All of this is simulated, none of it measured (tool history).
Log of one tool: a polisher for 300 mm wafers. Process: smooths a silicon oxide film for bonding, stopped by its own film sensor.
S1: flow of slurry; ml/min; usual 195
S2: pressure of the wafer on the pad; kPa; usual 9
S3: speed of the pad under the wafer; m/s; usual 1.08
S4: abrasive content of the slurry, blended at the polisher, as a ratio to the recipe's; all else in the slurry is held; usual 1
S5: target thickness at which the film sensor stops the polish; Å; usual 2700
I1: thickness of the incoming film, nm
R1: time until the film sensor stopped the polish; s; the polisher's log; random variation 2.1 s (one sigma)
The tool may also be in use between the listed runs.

run,day,S1,S2,S3,S4,S5,I1,R1
1,0,195,9,1.08,1,2700,333.9,108.2
2,0.462,195,9,1.08,1,2700,335.8,110.3
3,0.938,195,9,1.08,1,2700,335.4,116
4,1.383,195,9,1.08,1,2700,333.2,100.2
5,1.712,195,9,1.08,1,2700,340.9,115.3
6,2.158,195,9,1.08,1,2700,340.4,111.4
7,2.829,195,9,1.08,0.9,2700,334.9,112.5
8,3.146,195,9,1.08,1,2810,337.4,96.7
9,3.662,195,9,1.08,1,2810,333.9,87.1
10,4.258,195,9,1.08,1,2810,343.8,102.9
11,4.942,195,9,1.08,1,2700,340.9,122.4
12,5.262,195,9,1.08,1,2700,342.2,119.2
13,5.979,195,9,1.08,1.1,2700,344,118.2
14,6.608,195,10.3,0.9,1,2790,345.2,117
15,7.346,195,9,1.08,1,2700,341.5,120.8
16,7.892,195,9,1.08,1,2700,345.8,122.5
17,8.142,150,9,1.08,1,2700,334.7,112.3
18,8.442,150,9,0.96,1.2,2840,335.7,91
19,8.804,195,11.7,1.08,1.1,2700,334.9,89.2
20,9.296,195,9,1.22,1,2570,342.6,131.6
21,9.742,195,5.5,0.82,0.8,2790,347.2,210.2
22,10.15,195,9,1.08,1,2930,337.6,74.4
23,10.625,195,10.3,1.08,1,2560,336.6,126.4
24,11.371,245,9,1.08,1.25,2840,339.6,80.4
25,12.008,195,6.2,1.08,0.9,2700,336.6,141.4
26,12.417,195,6.9,1.08,1,2700,344.7,145.9
27,14.196,195,9,0.8,0.75,2700,332.7,146.6
28,14.862,195,6.2,1.08,1,2910,336.5,83.7
29,15.383,215,6.9,1.08,1,2700,335.6,117.3

Taken out of this log: 7 entries between the listed runs. Where each belongs, and how the hidden state differs across it:
Between runs 3 and 4: slurry blender recalibrated (day 1.258)
  deviation of the head's pressure from its setpoint, %: 9.66 -> 10.3; abrasive missing from the slurry, %: 14.7 -> 0.977
  measured less the result without the state, R1: +4.2 -> -5.6 s
Between runs 5 and 6: worn pad replaced by a new one (day 1.929)
  deviation of the head's pressure from its setpoint, %: 10.8 -> 11.6; abrasive missing from the slurry, %: 0.99 -> 1.03
  measured less the result without the state, R1: -6.8 -> -7 s
Between runs 6 and 7: head pressure recalibrated (day 2.604)
  deviation of the head's pressure from its setpoint, %: 11.6 -> 1.26; abrasive missing from the slurry, %: 1.03 -> 1.15
  measured less the result without the state, R1: -7 -> -0.1 s
Between runs 14 and 15: worn pad replaced by a new one (day 7.325)
  deviation of the head's pressure from its setpoint, %: 2.26 -> 2.67; abrasive missing from the slurry, %: 3.01 -> 3.61
  measured less the result without the state, R1: +0.4 -> +0.5 s
Between runs 20 and 21: slurry nozzle cleaned (day 9.367)
  deviation of the head's pressure from its setpoint, %: 4.08 -> 4.46; abrasive missing from the slurry, %: 5.57 -> 6.09
  measured less the result without the state, R1: +1 -> +2.9 s
Between runs 26 and 27: worn pad replaced by a new one (day 12.754); slurry blender recalibrated (day 13.108)
  deviation of the head's pressure from its setpoint, %: 7.32 -> 9.73; abrasive missing from the slurry, %: 9.82 -> 1.47
  measured less the result without the state, R1: +2.2 -> -7.1 s
